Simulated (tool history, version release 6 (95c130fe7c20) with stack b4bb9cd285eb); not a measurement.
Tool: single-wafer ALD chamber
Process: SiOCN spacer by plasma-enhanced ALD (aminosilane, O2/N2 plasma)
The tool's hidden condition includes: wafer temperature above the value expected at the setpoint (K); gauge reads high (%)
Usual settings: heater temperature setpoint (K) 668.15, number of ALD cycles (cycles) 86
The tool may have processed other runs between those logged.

run    hour  heater temperature setpoint (K)  number of ALD cycles (cycles)  wafers since the last listed run  hours since the last thermocouple change  hours since the gauge calibration  read-back reference wafer on the same gauge, thickness_nm  mean film thickness on the monitor wafer (nm)
  1       0                           668.15                             86                                 0                                    1826.4                               21.1                                                       4.77                                          5.312
  2      90                           668.15                             93                               351                                    1916.4                              111.1                                                       4.77                                          5.748
  3   148.5                           668.15                             78                               228                                    1974.9                              169.6                                                      4.771                                          4.807
  4   189.7                           668.15                             78                               160                                    2016.1                              210.8                                                      4.766                                          4.804
  5   250.7                           668.15                             78                               238                                    2077.1                              271.8                                                      4.768                                          4.821
  6   328.7                           668.15                             77                               304                                    2155.1                              349.8                                                      4.766                                           4.75
  7   383.1                           668.15                             77                               212                                    2209.5                              404.2                                                      4.769                                          4.755
  8   477.3                           668.15                             86                               367                                    2303.7                              498.4                                                      4.773                                          5.305
  9   540.9                           668.15                             86                               248                                    2367.3                                562                                                      4.771                                          5.318
      590.4  -- gauge calibrated
 10   640.9                           680.15                             80                               390                                    2467.3                               50.5                                                      4.769                                          4.817
 11   702.3                           657.15                             99                               239                                    2528.7                              111.9                                                       4.77                                          6.102
 12   794.7                           663.15                             94                               360                                    2621.1                              204.3                                                       4.77                                          5.804
      835.3  -- thermocouple changed; heater temperature recalibrated
 13   858.1                           668.15                             86                               216                                      22.8                              267.7                                                       4.77                                          5.323
 14   915.7                           661.15                            102                               224                                      80.4                              325.3                                                       4.77                                          6.274
 15     984                           668.15                             86                               266                                     148.7                              393.6                                                      4.771                                          5.318
 16  1034.9                           675.15                             95                               198                                     199.6                              444.5                                                      4.771                                          5.815
 17  1093.1                           655.15                             79                               227                                     257.8                              502.7                                                      4.772                                          4.878
     1159.4  -- gauge calibrated
 18  1167.5                           654.15                             79                               290                                     332.2                                8.1                                                      4.769                                          4.886
 19  1203.9                           668.15                             99                               142                                     368.6                               44.5                                                      4.772                                          6.121

3 ways to go on from here, each from the tool as it stands after run 19. What would each give?
  A  1204.5                           668.15                             86                                 2                                     369.2                               45.1                                                          ?                                              ?
  B  1204.5                           661.15                             73                                 2                                     369.2                               45.1                                                          ?                                              ?
  C  1204.5                           668.15                            100                                 2                                     369.2                               45.1                                                          ?                                              ?

run  read-back reference wafer on the same gauge, thickness_nm  mean film thickness on the monitor wafer (nm)
  A                                                      4.774                                          5.324
  B                                                      4.774                                          4.519
  C                                                      4.774                                          6.191
The same runs, with their run-to-run variation unchanged, on a tool lacking any hidden condition would have given:
run  mean film thickness on the monitor wafer (nm)
  A                                          5.324
  B                                          4.519
  C                                          6.191
